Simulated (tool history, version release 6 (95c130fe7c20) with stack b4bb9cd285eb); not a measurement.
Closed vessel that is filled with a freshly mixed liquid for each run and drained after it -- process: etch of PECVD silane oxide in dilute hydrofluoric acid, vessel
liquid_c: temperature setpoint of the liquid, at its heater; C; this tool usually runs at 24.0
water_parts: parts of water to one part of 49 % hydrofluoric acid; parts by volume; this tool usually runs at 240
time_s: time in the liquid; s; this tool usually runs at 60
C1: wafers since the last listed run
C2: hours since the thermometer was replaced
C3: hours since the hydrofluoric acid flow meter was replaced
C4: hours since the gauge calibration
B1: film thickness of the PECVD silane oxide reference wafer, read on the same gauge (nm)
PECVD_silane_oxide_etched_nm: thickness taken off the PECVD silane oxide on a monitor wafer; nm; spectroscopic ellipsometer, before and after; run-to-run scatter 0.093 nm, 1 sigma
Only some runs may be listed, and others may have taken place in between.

run 1 hour=0.0 | liquid_c=24.0 water_parts=240 time_s=60 | C1=0 C2=1443.4 C3=951.5 C4=3632.6 | B1=110.01 | PECVD_silane_oxide_etched_nm=10.06
run 2 hour=39.6 | liquid_c=24.0 water_parts=240 time_s=60 | C1=3161 C2=1483.0 C3=991.1 C4=3672.2 | B1=110.00 | PECVD_silane_oxide_etched_nm=9.90
run 3 hour=94.3 | liquid_c=20.0 water_parts=240 time_s=60 | C1=4367 C2=1537.7 C3=1045.8 C4=3726.9 | B1=109.99 | PECVD_silane_oxide_etched_nm=8.73
-- hour=103.2 thermometer replaced
run 4 hour=165.1 | liquid_c=20.0 water_parts=240 time_s=60 | C1=5572 C2=61.9 C3=1116.6 C4=3797.7 | B1=109.99 | PECVD_silane_oxide_etched_nm=8.69
run 5 hour=226.3 | liquid_c=24.0 water_parts=240 time_s=60 | C1=4886 C2=123.1 C3=1177.8 C4=3858.9 | B1=109.99 | PECVD_silane_oxide_etched_nm=9.87
run 6 hour=307.8 | liquid_c=24.0 water_parts=240 time_s=60 | C1=6506 C2=204.6 C3=1259.3 C4=3940.4 | B1=110.00 | PECVD_silane_oxide_etched_nm=9.76
-- hour=345.6 hydrofluoric acid flow meter replaced
run 7 hour=359.7 | liquid_c=24.0 water_parts=240 time_s=60 | C1=4063 C2=256.5 C3=14.1 C4=3992.3 | B1=110.00 | PECVD_silane_oxide_etched_nm=10.59
run 8 hour=399.8 | liquid_c=24.0 water_parts=295 time_s=60 | C1=3201 C2=296.6 C3=54.2 C4=4032.4 | B1=110.01 | PECVD_silane_oxide_etched_nm=8.18
run 9 hour=480.8 | liquid_c=28.0 water_parts=325 time_s=75 | C1=6467 C2=377.6 C3=135.2 C4=4113.4 | B1=110.01 | PECVD_silane_oxide_etched_nm=10.04
run 10 hour=552.1 | liquid_c=24.0 water_parts=240 time_s=60 | C1=5692 C2=448.9 C3=206.5 C4=4184.7 | B1=109.99 | PECVD_silane_oxide_etched_nm=10.53
run 11 hour=592.5 | liquid_c=26.0 water_parts=295 time_s=45 | C1=3225 C2=489.3 C3=246.9 C4=4225.1 | B1=110.00 | PECVD_silane_oxide_etched_nm=6.46
run 12 hour=684.2 | liquid_c=24.0 water_parts=240 time_s=60 | C1=7321 C2=581.0 C3=338.6 C4=4316.8 | B1=110.00 | PECVD_silane_oxide_etched_nm=10.41
run 13 hour=751.9 | liquid_c=27.5 water_parts=240 time_s=50 | C1=5405 C2=648.7 C3=406.3 C4=4384.5 | B1=109.99 | PECVD_silane_oxide_etched_nm=9.71
-- hour=771.7 gauge calibrated
run 14 hour=808.0 | liquid_c=24.0 water_parts=240 time_s=60 | C1=4479 C2=704.8 C3=462.4 C4=36.3 | B1=110.01 | PECVD_silane_oxide_etched_nm=10.40
run 15 hour=852.4 | liquid_c=27.0 water_parts=240 time_s=60 | C1=3544 C2=749.2 C3=506.8 C4=80.7 | B1=110.00 | PECVD_silane_oxide_etched_nm=11.43
run 16 hour=956.4 | liquid_c=20.0 water_parts=320 time_s=30 | C1=8303 C2=853.2 C3=610.8 C4=184.7 | B1=110.01 | PECVD_silane_oxide_etched_nm=3.09
run 17 hour=1033.5 | liquid_c=21.0 water_parts=120 time_s=60 | C1=6155 C2=930.3 C3=687.9 C4=261.8 | B1=110.00 | PECVD_silane_oxide_etched_nm=21.07
run 18 hour=1131.4 | liquid_c=20.0 water_parts=145 time_s=40 | C1=7816 C2=1028.2 C3=785.8 C4=359.7 | B1=110.02 | PECVD_silane_oxide_etched_nm=10.64
run 19 hour=1185.0 | liquid_c=20.5 water_parts=150 time_s=75 | C1=4279 C2=1081.8 C3=839.4 C4=413.3 | B1=109.98 | PECVD_silane_oxide_etched_nm=19.44
run 20 hour=1374.9 | liquid_c=24.0 water_parts=350 time_s=60 | C1=15161 C2=1271.7 C3=1029.3 C4=603.2 | B1=110.01 | PECVD_silane_oxide_etched_nm=6.11
run 21 hour=1450.3 | liquid_c=24.0 water_parts=240 time_s=60 | C1=6019 C2=1347.1 C3=1104.7 C4=678.6 | B1=110.00 | PECVD_silane_oxide_etched_nm=9.92
-- hour=1500.6 thermometer replaced
run 22 hour=1542.6 | liquid_c=27.5 water_parts=305 time_s=80 | C1=7289 C2=42.0 C3=1197.0 C4=770.9 | B1=109.99 | PECVD_silane_oxide_etched_nm=10.75
run 23 hour=1617.5 | liquid_c=22.0 water_parts=170 time_s=60 | C1=5980 C2=116.9 C3=1271.9 C4=845.8 | B1=109.99 | PECVD_silane_oxide_etched_nm=13.83
-- hour=1684.8 hydrofluoric acid flow meter replaced
run 24 hour=1929.8 | liquid_c=24.0 water_parts=240 time_s=60 | C1=24854 C2=429.2 C3=245.0 C4=1158.1 | B1=110.00 | PECVD_silane_oxide_etched_nm=10.53
run 25 hour=2033.6 | liquid_c=22.5 water_parts=240 time_s=90 | C1=8287 C2=533.0 C3=348.8 C4=1261.9 | B1=110.00 | PECVD_silane_oxide_etched_nm=14.95
run 26 hour=2311.3 | liquid_c=24.0 water_parts=240 time_s=80 | C1=22171 C2=810.7 C3=626.5 C4=1539.6 | B1=110.00 | PECVD_silane_oxide_etched_nm=13.67
run 27 hour=2349.2 | liquid_c=20.5 water_parts=240 time_s=60 | C1=3025 C2=848.6 C3=664.4 C4=1577.5 | B1=110.00 | PECVD_silane_oxide_etched_nm=8.98
run 28 hour=2395.4 | liquid_c=22.0 water_parts=240 time_s=60 | C1=3688 C2=894.8 C3=710.6 C4=1623.7 | B1=110.01 | PECVD_silane_oxide_etched_nm=9.62
run 29 hour=2434.0 | liquid_c=24.0 water_parts=240 time_s=50 | C1=3081 C2=933.4 C3=749.2 C4=1662.3 | B1=110.01 | PECVD_silane_oxide_etched_nm=8.52
run 30 hour=2505.6 | liquid_c=24.0 water_parts=240 time_s=60 | C1=5716 C2=1005.0 C3=820.8 C4=1733.9 | B1=110.01 | PECVD_silane_oxide_etched_nm=10.03
run 31 hour=2708.5 | liquid_c=24.0 water_parts=240 time_s=60 | C1=16199 C2=1207.9 C3=1023.7 C4=1936.8 | B1=110.00 | PECVD_silane_oxide_etched_nm=9.90
run 32 hour=2799.5 | liquid_c=26.0 water_parts=175 time_s=75 | C1=7265 C2=1298.9 C3=1114.7 C4=2027.8 | B1=110.00 | PECVD_silane_oxide_etched_nm=19.76

A few steps of PECVD_silane_oxide_etched_nm between consecutive runs. Split each: what settings, incoming material and random variation would produce without the hidden state, and what is left over for the hidden state, along with gauge scatter present in only one of the two compared results (measured, and without hidden state):
The tool's hidden condition here consists of: liquid hotter than its thermometer reads (K); hydrofluoric acid flow below the setpoint (%); gauge reads high (%).
Run 6 -> 7: hydrofluoric acid flow meter replaced. PECVD_silane_oxide_etched_nm +0.83 nm: hidden state +0.86, all else -0.03.
Run 16 -> 17: liquid_c 20.0 -> 21.0, water_parts 320 -> 120, time_s 30 -> 60. PECVD_silane_oxide_etched_nm +17.98 nm: hidden state -0.94, all else +18.92.
Run 17 -> 18: liquid_c 21.0 -> 20.0, water_parts 120 -> 145, time_s 60 -> 40. PECVD_silane_oxide_etched_nm -10.43 nm: hidden state +0.46, all else -10.89.
Run 19 -> 20: liquid_c 20.5 -> 24.0, water_parts 150 -> 350, time_s 75 -> 60. PECVD_silane_oxide_etched_nm -13.33 nm: hidden state +0.69, all else -14.02.
Run 23 -> 24: liquid_c 22.0 -> 24.0, water_parts 170 -> 240, hydrofluoric acid flow meter replaced. PECVD_silane_oxide_etched_nm -3.30 nm: hidden state +1.16, all else -4.46.
